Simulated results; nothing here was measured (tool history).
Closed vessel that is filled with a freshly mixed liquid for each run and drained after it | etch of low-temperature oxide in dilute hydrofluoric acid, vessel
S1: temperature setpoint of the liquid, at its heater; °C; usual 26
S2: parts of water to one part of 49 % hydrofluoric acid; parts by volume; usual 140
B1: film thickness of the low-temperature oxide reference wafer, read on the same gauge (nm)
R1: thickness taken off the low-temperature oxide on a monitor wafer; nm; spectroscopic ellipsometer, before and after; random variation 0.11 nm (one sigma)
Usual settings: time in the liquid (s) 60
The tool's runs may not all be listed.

run 1 day=0 | S1=24.5 S2=140 time_in_the_liquid_(s)=35 | B1=119.99 | R1=7.8
run 2 day=4.221 | S1=26 S2=165 time_in_the_liquid_(s)=60 | B1=120.04 | R1=11.56
run 3 day=8.454 | S1=26 S2=165 time_in_the_liquid_(s)=60 | B1=119.99 | R1=11.56
run 4 day=11.646 | S1=26 S2=165 time_in_the_liquid_(s)=60 | B1=119.99 | R1=11.83
run 5 day=13.946 | S1=26 S2=140 time_in_the_liquid_(s)=75 | B1=120.01 | R1=17.86
run 6 day=17.804 | S1=26 S2=140 time_in_the_liquid_(s)=75 | B1=119.96 | R1=17.53
run 7 day=21.704 | S1=26 S2=140 time_in_the_liquid_(s)=75 | B1=120 | R1=17.72
run 8 day=24.429 | S1=26 S2=140 time_in_the_liquid_(s)=60 | B1=119.98 | R1=14.26
run 9 day=26.55 | S1=26 S2=140 time_in_the_liquid_(s)=60 | B1=119.99 | R1=14.01
run 10 day=30.042 | S1=26 S2=75 time_in_the_liquid_(s)=60 | B1=120.02 | R1=28.91
run 11 day=32.875 | S1=26 S2=185 time_in_the_liquid_(s)=60 | B1=120 | R1=9.93
run 12 day=37.179 | S1=23.5 S2=110 time_in_the_liquid_(s)=90 | B1=120.01 | R1=25.65
run 13 day=39.867 | S1=29 S2=185 time_in_the_liquid_(s)=35 | B1=119.99 | R1=6.38
run 14 day=41.492 | S1=29.5 S2=170 time_in_the_liquid_(s)=80 | B1=120.01 | R1=16.96
run 15 day=44.329 | S1=22.5 S2=140 time_in_the_liquid_(s)=60 | B1=119.98 | R1=12.2
run 16 day=46.867 | S1=30.5 S2=140 time_in_the_liquid_(s)=95 | B1=119.96 | R1=26.08
run 17 day=49.183 | S1=26 S2=140 time_in_the_liquid_(s)=60 | B1=120.02 | R1=14.01
-- day=49.912 hydrofluoric acid flow meter replaced
run 18 day=53.6 | S1=30 S2=140 time_in_the_liquid_(s)=60 | B1=120.01 | R1=17.7
-- day=53.858 gauge calibrated
run 19 day=56.538 | S1=23 S2=100 time_in_the_liquid_(s)=90 | B1=120.01 | R1=29.76
run 20 day=61.025 | S1=26 S2=140 time_in_the_liquid_(s)=75 | B1=119.99 | R1=18.9
-- day=63.317 thermometer replaced
run 21 day=63.338 | S1=26 S2=140 time_in_the_liquid_(s)=60 | B1=120.01 | R1=14.01
run 22 day=65.446 | S1=29.5 S2=140 time_in_the_liquid_(s)=85 | B1=119.99 | R1=22.39
run 23 day=68.588 | S1=26 S2=165 time_in_the_liquid_(s)=60 | B1=120 | R1=11.42
run 24 day=72.096 | S1=26 S2=140 time_in_the_liquid_(s)=60 | B1=120 | R1=14.1
run 25 day=76.021 | S1=26 S2=140 time_in_the_liquid_(s)=60 | B1=119.99 | R1=14.22
run 26 day=78.025 | S1=21.5 S2=140 time_in_the_liquid_(s)=60 | B1=119.99 | R1=11.74
run 27 day=81.883 | S1=26 S2=100 time_in_the_liquid_(s)=60 | B1=119.98 | R1=20.64
run 28 day=85.333 | S1=31 S2=115 time_in_the_liquid_(s)=60 | B1=120 | R1=21.36
run 29 day=87.838 | S1=23.5 S2=75 time_in_the_liquid_(s)=95 | B1=120.02 | R1=40.14
run 30 day=91.783 | S1=30.5 S2=85 time_in_the_liquid_(s)=30 | B1=119.98 | R1=14.78
run 31 day=94.783 | S1=21.5 S2=205 time_in_the_liquid_(s)=35 | B1=120 | R1=4.32

Hidden state or all else? Some run-to-run changes of R1, split into what the settings, what came in and random variation would give without the hidden state, and what is left for the hidden state (with any gauge scatter that isn't in both results):
The hidden state here: liquid hotter than its thermometer reads (K); hydrofluoric acid flow below the setpoint (%); gauge reads high (%).
Run 10 -> 11: S2 75 -> 185. R1 -18.98 nm: hidden state -0.05, all else -18.93.
Run 12 -> 13: S1 23.5 -> 29, S2 110 -> 185, time in the liquid (s) 90 -> 35. R1 -19.27 nm: hidden state +0.07, all else -19.34.
Run 17 -> 18: S1 26 -> 30, hydrofluoric acid flow meter replaced. R1 +3.69 nm: hidden state +1.39, all else +2.3.
Run 18 -> 19: S1 30 -> 23, S2 140 -> 100, time in the liquid (s) 60 -> 90, gauge calibrated. R1 +12.06 nm: hidden state +1.01, all else +11.05.
Run 20 -> 21: time in the liquid (s) 75 -> 60, thermometer replaced. R1 -4.89 nm: hidden state -1.45, all else -3.44.
Run 29 -> 30: S1 23.5 -> 30.5, S2 75 -> 85, time in the liquid (s) 95 -> 30. R1 -25.36 nm: hidden state +0.3, all else -25.66.
